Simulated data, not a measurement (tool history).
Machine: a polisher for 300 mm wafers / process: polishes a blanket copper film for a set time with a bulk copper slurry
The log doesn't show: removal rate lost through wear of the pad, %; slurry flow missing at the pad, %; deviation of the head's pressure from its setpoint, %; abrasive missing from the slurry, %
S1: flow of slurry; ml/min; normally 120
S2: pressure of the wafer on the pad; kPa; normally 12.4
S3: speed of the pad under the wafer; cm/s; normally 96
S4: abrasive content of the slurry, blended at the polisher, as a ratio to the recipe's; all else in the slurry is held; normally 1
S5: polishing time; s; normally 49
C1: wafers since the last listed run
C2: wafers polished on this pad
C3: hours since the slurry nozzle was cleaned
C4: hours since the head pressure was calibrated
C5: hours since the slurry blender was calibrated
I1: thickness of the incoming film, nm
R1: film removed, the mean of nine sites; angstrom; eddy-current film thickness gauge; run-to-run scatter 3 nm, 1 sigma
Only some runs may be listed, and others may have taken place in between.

Run 1, hour 0: usual settings but S3 108 cm/s; C1 0; C2 1086; C3 54.5; C4 708.9; C5 218.7; I1 3925.2. Result: R1 2658 angstrom.
At hour 39.8: slurry blender recalibrated.
Run 2, hour 91.1: usual settings but S5 39 s; C1 820; C2 1907; C3 145.6; C4 800; C5 51.3; I1 4063.7. Result: R1 1912 angstrom.
At hour 126.9: worn pad replaced by a new one, repeated, since the last time left the tool worse.
Run 3, hour 127.4: usual settings but S5 39 s; C1 297; C2 4; C3 181.9; C4 836.3; C5 87.6; I1 3975.9. Result: R1 2202 angstrom.
At hour 155.4: slurry nozzle cleaned.
Run 4, hour 157.9: usual settings but S3 122 cm/s, S5 58 s; C1 271; C2 276; C3 2.5; C4 866.8; C5 118.1; I1 4002.1. Result: R1 4045 angstrom.
Run 5, hour 184.9: usual settings but S3 122 cm/s, S5 58 s; C1 248; C2 525; C3 29.5; C4 893.8; C5 145.1; I1 4017.2. Result: R1 4025 angstrom.
Run 6, hour 208.7: usual settings but S3 122 cm/s, S5 58 s; C1 219; C2 744; C3 53.3; C4 917.6; C5 168.9; I1 3981.3. Result: R1 4030 angstrom.
Run 7, hour 239.7: usual settings but S3 86 cm/s; C1 285; C2 1030; C3 84.3; C4 948.6; C5 199.9; I1 4015.7. Result: R1 2488 angstrom.
At hour 247.5: slurry blender recalibrated.
At hour 253.5: head pressure recalibrated.
Run 8, hour 256.6: usual settings but S3 86 cm/s; C1 118; C2 1148; C3 101.2; C4 3.1; C5 9.1; I1 3992. Result: R1 2487 angstrom.
Run 9, hour 278.7: usual settings but S2 15.9 kPa; C1 203; C2 1352; C3 123.3; C4 25.2; C5 31.2; I1 3976.2. Result: R1 3322 angstrom.
Run 10, hour 294.2: usual settings; C1 142; C2 1495; C3 138.8; C4 40.7; C5 46.7; I1 3900.8. Result: R1 2736 angstrom.
Run 11, hour 316.1: usual settings; C1 201; C2 1697; C3 160.7; C4 62.6; C5 68.6; I1 4010.3. Result: R1 2708 angstrom.
Run 12, hour 341.9: usual settings but S2 15.2 kPa, S4 1.15; C1 237; C2 1934; C3 186.5; C4 88.4; C5 94.4; I1 4059.1. Result: R1 3197 angstrom.
At hour 359.2: worn pad replaced by a new one.
Run 13, hour 360.4: usual settings but S3 108 cm/s; C1 133; C2 10; C3 205; C4 106.9; C5 112.9; I1 3999.7. Result: R1 3056 angstrom.
At hour 364.9: slurry nozzle cleaned.
Run 14, hour 388.4: usual settings but S3 122 cm/s, S5 58 s; C1 248; C2 259; C3 23.5; C4 134.9; C5 140.9; I1 3980.1. Result: R1 4030 angstrom.
Run 15, hour 417.1: usual settings but S1 90 ml/min, S4 0.85; C1 264; C2 523; C3 52.2; C4 163.6; C5 169.6; I1 4053.2. Result: R1 2504 angstrom.
Run 16, hour 440.7: usual settings; C1 217; C2 741; C3 75.8; C4 187.2; C5 193.2; I1 3988. Result: R1 2685 angstrom.
At hour 463.2: slurry blender recalibrated.
Run 17, hour 474.5: usual settings but S3 126 cm/s, S4 0.75; C1 293; C2 1034; C3 109.6; C4 221; C5 11.3; I1 4011.5. Result: R1 3224 angstrom.
Run 18, hour 499.2: usual settings but S2 14.5 kPa, S5 34 s; C1 227; C2 1262; C3 134.3; C4 245.7; C5 36; I1 4056.7. Result: R1 2084 angstrom.
Run 19, hour 527.2: usual settings but S1 110 ml/min, S2 9.7 kPa, S3 86 cm/s, S4 0.75; C1 257; C2 1520; C3 162.3; C4 273.7; C5 64; I1 3963.2. Result: R1 1876 angstrom.

Expected results for the next run?
Run 20, hour 547.5: usual settings but S1 110 ml/min, S3 116 cm/s, S5 36 s; C1 187; C2 1707; C3 182.6; C4 294; C5 84.3; I1 4019.1. Result: R1 ?.

{"run 20": {"R1": 2280}}
If the tool had no hidden condition, the same run with the same run-to-run variation would have returned R1 2399 angstrom.
